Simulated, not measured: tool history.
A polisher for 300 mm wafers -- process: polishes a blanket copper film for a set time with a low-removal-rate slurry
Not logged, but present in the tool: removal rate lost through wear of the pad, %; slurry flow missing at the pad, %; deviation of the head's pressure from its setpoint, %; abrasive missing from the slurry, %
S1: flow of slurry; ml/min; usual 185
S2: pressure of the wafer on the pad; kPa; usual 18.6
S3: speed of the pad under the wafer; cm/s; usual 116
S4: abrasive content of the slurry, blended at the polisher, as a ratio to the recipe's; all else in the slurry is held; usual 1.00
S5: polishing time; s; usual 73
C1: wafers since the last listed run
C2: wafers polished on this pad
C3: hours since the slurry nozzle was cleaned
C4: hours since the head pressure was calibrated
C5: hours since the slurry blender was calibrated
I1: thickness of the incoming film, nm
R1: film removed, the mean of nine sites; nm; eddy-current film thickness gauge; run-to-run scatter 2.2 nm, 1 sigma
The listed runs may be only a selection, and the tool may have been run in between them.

{"run": 1, "hour": 0.0, "S1": 185, "S2": 18.6, "S3": 116, "S4": 1.0, "S5": 73, "C1": 0, "C2": 5528, "C3": 130.2, "C4": 822.0, "C5": 243.8, "I1": 1245.8, "R1": 238.6}
{"run": 2, "hour": 79.3, "S1": 185, "S2": 18.6, "S3": 116, "S4": 1.0, "S5": 57, "C1": 989, "C2": 6518, "C3": 209.5, "C4": 901.3, "C5": 323.1, "I1": 1218.6, "R1": 184.2}
{"run": 3, "hour": 158.3, "S1": 185, "S2": 18.6, "S3": 116, "S4": 1.0, "S5": 57, "C1": 986, "C2": 7504, "C3": 288.5, "C4": 980.3, "C5": 402.1, "I1": 1217.6, "R1": 182.1}
{"hour": 172.6, "done": "head pressure recalibrated"}
{"hour": 248.1, "done": "worn pad replaced by a new one"}
{"run": 4, "hour": 251.1, "S1": 185, "S2": 18.6, "S3": 116, "S4": 1.0, "S5": 57, "C1": 1083, "C2": 37, "C3": 381.3, "C4": 78.5, "C5": 494.9, "I1": 1229.1, "R1": 181.7}
{"run": 5, "hour": 307.3, "S1": 185, "S2": 18.6, "S3": 116, "S4": 1.0, "S5": 73, "C1": 701, "C2": 738, "C3": 437.5, "C4": 134.7, "C5": 551.1, "I1": 1233.2, "R1": 226.7}
{"run": 6, "hour": 411.3, "S1": 185, "S2": 18.6, "S3": 116, "S4": 1.0, "S5": 73, "C1": 1298, "C2": 2036, "C3": 541.5, "C4": 238.7, "C5": 655.1, "I1": 1237.5, "R1": 229.2}
{"hour": 435.7, "done": "slurry blender recalibrated"}
{"run": 7, "hour": 451.5, "S1": 185, "S2": 18.6, "S3": 116, "S4": 1.0, "S5": 73, "C1": 476, "C2": 2513, "C3": 581.7, "C4": 278.9, "C5": 15.8, "I1": 1218.3, "R1": 244.6}
{"hour": 536.3, "done": "slurry nozzle cleaned"}
{"run": 8, "hour": 539.4, "S1": 185, "S2": 18.6, "S3": 116, "S4": 1.0, "S5": 73, "C1": 1084, "C2": 3598, "C3": 3.1, "C4": 366.8, "C5": 103.7, "I1": 1232.9, "R1": 240.2}
{"run": 9, "hour": 735.4, "S1": 185, "S2": 18.6, "S3": 116, "S4": 1.0, "S5": 73, "C1": 2446, "C2": 6044, "C3": 199.1, "C4": 562.8, "C5": 299.7, "I1": 1250.4, "R1": 236.9}
{"run": 10, "hour": 811.8, "S1": 185, "S2": 18.6, "S3": 116, "S4": 1.0, "S5": 73, "C1": 953, "C2": 6998, "C3": 275.5, "C4": 639.2, "C5": 376.1, "I1": 1202.8, "R1": 235.3}
{"hour": 880.7, "done": "worn pad replaced by a new one"}
{"run": 11, "hour": 881.2, "S1": 185, "S2": 18.6, "S3": 116, "S4": 1.0, "S5": 73, "C1": 816, "C2": 5, "C3": 344.9, "C4": 708.6, "C5": 445.5, "I1": 1231.2, "R1": 233.6}
{"run": 12, "hour": 940.8, "S1": 185, "S2": 18.6, "S3": 116, "S4": 1.25, "S5": 73, "C1": 743, "C2": 749, "C3": 404.5, "C4": 768.2, "C5": 505.1, "I1": 1220.1, "R1": 242.5}
{"hour": 975.4, "done": "slurry blender recalibrated"}
{"run": 13, "hour": 990.3, "S1": 220, "S2": 18.6, "S3": 156, "S4": 1.0, "S5": 73, "C1": 592, "C2": 1342, "C3": 454.0, "C4": 817.7, "C5": 14.9, "I1": 1249.6, "R1": 335.0}
{"hour": 1085.9, "done": "slurry nozzle cleaned"}
{"run": 14, "hour": 1086.4, "S1": 185, "S2": 18.6, "S3": 116, "S4": 1.0, "S5": 73, "C1": 1187, "C2": 2529, "C3": 0.5, "C4": 913.8, "C5": 111.0, "I1": 1248.8, "R1": 242.6}
{"run": 15, "hour": 1182.2, "S1": 185, "S2": 18.6, "S3": 116, "S4": 0.9, "S5": 73, "C1": 1195, "C2": 3725, "C3": 96.3, "C4": 1009.6, "C5": 206.8, "I1": 1229.2, "R1": 237.5}
{"hour": 1260.7, "done": "head pressure recalibrated"}
{"run": 16, "hour": 1261.2, "S1": 185, "S2": 18.6, "S3": 116, "S4": 1.0, "S5": 73, "C1": 961, "C2": 4686, "C3": 175.3, "C4": 0.5, "C5": 285.8, "I1": 1216.8, "R1": 236.2}
{"run": 17, "hour": 1359.2, "S1": 185, "S2": 18.6, "S3": 116, "S4": 1.0, "S5": 73, "C1": 1223, "C2": 5909, "C3": 273.3, "C4": 98.5, "C5": 383.8, "I1": 1210.3, "R1": 235.1}
{"run": 18, "hour": 1418.9, "S1": 185, "S2": 22.1, "S3": 116, "S4": 1.0, "S5": 73, "C1": 745, "C2": 6655, "C3": 333.0, "C4": 158.2, "C5": 443.5, "I1": 1251.8, "R1": 269.0}
{"run": 19, "hour": 1462.2, "S1": 185, "S2": 18.6, "S3": 116, "S4": 1.0, "S5": 73, "C1": 540, "C2": 7195, "C3": 376.3, "C4": 201.5, "C5": 486.8, "I1": 1234.3, "R1": 228.2}
{"hour": 1562.5, "done": "worn pad replaced by a new one"}
{"run": 20, "hour": 1563.0, "S1": 185, "S2": 18.6, "S3": 116, "S4": 1.0, "S5": 73, "C1": 1208, "C2": 6, "C3": 477.1, "C4": 302.3, "C5": 587.6, "I1": 1249.9, "R1": 231.5}
{"run": 21, "hour": 1654.7, "S1": 185, "S2": 18.6, "S3": 146, "S4": 1.2, "S5": 63, "C1": 1144, "C2": 1151, "C3": 568.8, "C4": 394.0, "C5": 679.3, "I1": 1234.4, "R1": 252.9}
{"hour": 1676.4, "done": "slurry blender recalibrated"}
{"hour": 1687.4, "done": "slurry nozzle cleaned"}
{"run": 22, "hour": 1749.6, "S1": 185, "S2": 22.8, "S3": 116, "S4": 1.0, "S5": 81, "C1": 1147, "C2": 2298, "C3": 62.2, "C4": 488.9, "C5": 73.2, "I1": 1236.3, "R1": 313.1}
{"run": 23, "hour": 1817.6, "S1": 185, "S2": 18.6, "S3": 116, "S4": 0.9, "S5": 73, "C1": 848, "C2": 3147, "C3": 130.2, "C4": 556.9, "C5": 141.2, "I1": 1244.9, "R1": 235.5}
{"run": 24, "hour": 1862.8, "S1": 185, "S2": 18.6, "S3": 116, "S4": 1.1, "S5": 83, "C1": 564, "C2": 3711, "C3": 175.4, "C4": 602.1, "C5": 186.4, "I1": 1223.8, "R1": 279.2}
{"run": 25, "hour": 1904.6, "S1": 185, "S2": 18.6, "S3": 116, "S4": 1.2, "S5": 62, "C1": 521, "C2": 4233, "C3": 217.2, "C4": 643.9, "C5": 228.2, "I1": 1233.7, "R1": 211.4}
{"run": 26, "hour": 2165.4, "S1": 205, "S2": 18.6, "S3": 140, "S4": 1.1, "S5": 49, "C1": 3255, "C2": 7488, "C3": 478.0, "C4": 904.7, "C5": 489.0, "I1": 1225.5, "R1": 193.2}
{"run": 27, "hour": 2205.3, "S1": 130, "S2": 18.6, "S3": 116, "S4": 1.1, "S5": 73, "C1": 498, "C2": 7986, "C3": 517.9, "C4": 944.6, "C5": 528.9, "I1": 1229.9, "R1": 224.0}
{"hour": 2258.8, "done": "worn pad replaced by a new one"}
{"run": 28, "hour": 2268.3, "S1": 185, "S2": 18.6, "S3": 96, "S4": 1.0, "S5": 73, "C1": 736, "C2": 118, "C3": 580.9, "C4": 1007.6, "C5": 591.9, "I1": 1239.3, "R1": 190.5}
{"hour": 2328.2, "done": "slurry blender recalibrated"}
{"run": 29, "hour": 2345.1, "S1": 240, "S2": 18.6, "S3": 116, "S4": 1.0, "S5": 61, "C1": 933, "C2": 1051, "C3": 657.7, "C4": 1084.4, "C5": 16.9, "I1": 1216.0, "R1": 209.8}
{"hour": 2381.6, "done": "slurry nozzle cleaned"}
{"hour": 2384.0, "done": "head pressure recalibrated"}
{"run": 30, "hour": 2409.4, "S1": 185, "S2": 18.6, "S3": 116, "S4": 1.0, "S5": 73, "C1": 765, "C2": 1817, "C3": 27.8, "C4": 25.4, "C5": 81.2, "I1": 1233.0, "R1": 243.0}

Branching from run 30: 4 alternative next runs. What would each branch give?
{"run": "A", "hour": 2409.8, "S1": 185, "S2": 18.6, "S3": 116, "S4": 0.8, "S5": 73, "C1": 4, "C2": 1822, "C3": 28.2, "C4": 25.8, "C5": 81.6, "I1": 1236.1, "R1": "?"}
{"run": "B", "hour": 2409.8, "S1": 185, "S2": 18.6, "S3": 94, "S4": 1.0, "S5": 73, "C1": 4, "C2": 1822, "C3": 28.2, "C4": 25.8, "C5": 81.6, "I1": 1236.1, "R1": "?"}
{"run": "C", "hour": 2409.8, "S1": 145, "S2": 18.6, "S3": 116, "S4": 1.0, "S5": 88, "C1": 4, "C2": 1822, "C3": 28.2, "C4": 25.8, "C5": 81.6, "I1": 1236.1, "R1": "?"}
{"run": "D", "hour": 2409.8, "S1": 155, "S2": 15.2, "S3": 138, "S4": 1.1, "S5": 73, "C1": 4, "C2": 1822, "C3": 28.2, "C4": 25.8, "C5": 81.6, "I1": 1236.1, "R1": "?"}

run=A R1=230.9
run=B R1=193.7
run=C R1=278.1
run=D R1=240.1
Without the tool's hidden state the same runs would have given:
run=A R1=233.0
run=B R1=195.5
run=C R1=280.7
run=D R1=242.3
